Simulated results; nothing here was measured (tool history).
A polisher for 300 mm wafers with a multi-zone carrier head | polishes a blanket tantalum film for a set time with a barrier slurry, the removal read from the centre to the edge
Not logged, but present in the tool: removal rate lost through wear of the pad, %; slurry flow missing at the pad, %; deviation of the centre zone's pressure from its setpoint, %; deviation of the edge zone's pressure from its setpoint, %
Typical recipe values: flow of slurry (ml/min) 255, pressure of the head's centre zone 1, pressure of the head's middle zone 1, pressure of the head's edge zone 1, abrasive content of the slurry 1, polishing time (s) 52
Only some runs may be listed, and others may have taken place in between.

run	day	flow of slurry (ml/min)	pressure of the head's centre zone	pressure of the head's middle zone	pressure of the head's edge zone	abrasive content of the slurry	polishing time (s)	wafers since the last listed run	wafers polished on this pad	hours since the slurry nozzle was cleaned	hours since the centre zone pressure was calibrated	hours since the edge zone pressure was calibrated	hours since the carrier head's membrane was replaced	incoming thickness of the incoming film, nm	film removed at the wafer's centre (angstrom)	film removed at mid-radius (angstrom)	film removed at the wafer's edge (angstrom)
1	0	255	1	1	1	1	52	0	1396	136	807.3	274.1	1146.5	281.3	1095	1059	1073
# day 0.521: carrier head's membrane replaced by a new one
2	2.225	255	1	1	1	1	52	557	1954	189.4	860.7	327.5	40.9	280.3	1115	1070	1071
3	4.512	255	1	1	1	1	52	632	2586	244.3	915.6	382.4	95.8	286.5	1120	1073	1057
# day 4.6: edge zone pressure recalibrated
4	8.408	255	1	1	1	1	52	1054	3640	337.8	1009.1	91.4	189.3	283.6	1121	1072	1068
# day 10.792: centre zone pressure recalibrated
5	11.638	255	1	1.09	1	1	52	869	4510	415.3	20.3	168.9	266.8	277.7	1049	1141	1073
# day 12.167: slurry nozzle cleaned
# day 13.175: worn pad replaced by a new one
6	16.038	255	1	1.09	1	1	52	1158	791	92.9	125.9	274.5	372.4	282.7	1051	1142	1061
7	18.504	255	1	1.09	1	1	52	681	1472	152.1	185.1	333.7	431.6	281.9	1060	1165	1066
8	23.004	255	1	1	1	1.1	52	1244	2717	260.1	293.1	441.7	539.6	280.9	1098	1104	1100
# day 23.688: edge zone pressure recalibrated
9	26.217	255	1	1	1	1.1	52	865	3582	337.2	370.2	60.7	616.7	282.5	1112	1105	1097
# day 27.479: worn pad replaced by a new one
# day 27.9: slurry nozzle cleaned
10	27.921	255	1	1	1	1	52	413	110	0.5	411.1	101.6	657.6	279.3	1080	1060	1065
11	34.942	255	1	1.07	1	1	46	1941	2051	169	579.6	270.1	826.1	278.8	968	1022	945
12	38.446	255	1	0.93	1	1	52	968	3020	253.1	663.7	354.2	910.2	280.1	1089	1011	1070
# day 39.65: edge zone pressure recalibrated
13	42.188	255	1	1	1	1	52	1011	4032	342.9	753.5	60.9	1000	275.2	1111	1080	1054
# day 43.238: slurry nozzle cleaned
# day 43.812: carrier head's membrane replaced by a new one
# day 43.846: worn pad replaced by a new one
14	46.446	255	1	1.03	1	0.8	64	1098	719	77	855.7	163.1	63.2	281.1	1313	1279	1215
15	49.775	255	1	0.93	1	1.1	52	920	1639	156.9	935.6	243	143.1	279.3	1160	1024	1088
16	52.929	255	0.88	1	1	1	52	872	2511	232.6	1011.3	318.7	218.8	280.8	989	1092	1053
# day 54.346: edge zone pressure recalibrated
# day 54.496: centre zone pressure recalibrated
17	54.533	340	1	0.94	0.96	0.8	52	397	2908	271.1	0.9	4.5	257.3	279.9	1025	992	997
# day 57.592: slurry nozzle cleaned
18	57.892	255	1	0.95	1	1	52	916	3825	7.2	81.5	85.1	337.9	278.5	1078	1012	1068
# day 60.154: worn pad replaced by a new one
19	60.175	255	1	1	1	1	52	585	5	62	136.3	139.9	392.7	276.1	1072	1069	1061
20	70.158	255	0.9	1	1	1	52	2760	2765	301.6	375.9	379.5	632.3	280.2	969	1066	1055
# day 71.942: edge zone pressure recalibrated
21	71.962	255	1	1	1	1.15	66	475	3241	344.9	419.2	0.5	675.6	275.6	1443	1398	1413
# day 72.946: slurry nozzle cleaned
22	75.521	255	1	1	1	1	52	972	4213	61.8	504.6	85.9	761	279.1	1091	1069	1072

Below are 3 alternative next runs, each starting from the tool's condition after run 22. Predict each:
A	75.538	255	1	1.1	1	1	52	4	4218	62.2	505	86.3	761.4	277.7	?	?	?
B	75.538	255	0.89	0.93	1.05	0.85	52	4	4218	62.2	505	86.3	761.4	277.7	?	?	?
C	75.538	330	1.03	1	1	1	52	4	4218	62.2	505	86.3	761.4	277.7	?	?	?

run	film removed at the wafer's centre (angstrom)	film removed at mid-radius (angstrom)	film removed at the wafer's edge (angstrom)
A	1101	1165	1064
B	939	971	1049
C	1163	1100	1086
Take away the tool's hidden state, keep each run's random variation, and the runs would have read:
run	film removed at the wafer's centre (angstrom)	film removed at mid-radius (angstrom)	film removed at the wafer's edge (angstrom)
A	1057	1165	1064
B	901	971	1049
C	1117	1101	1086
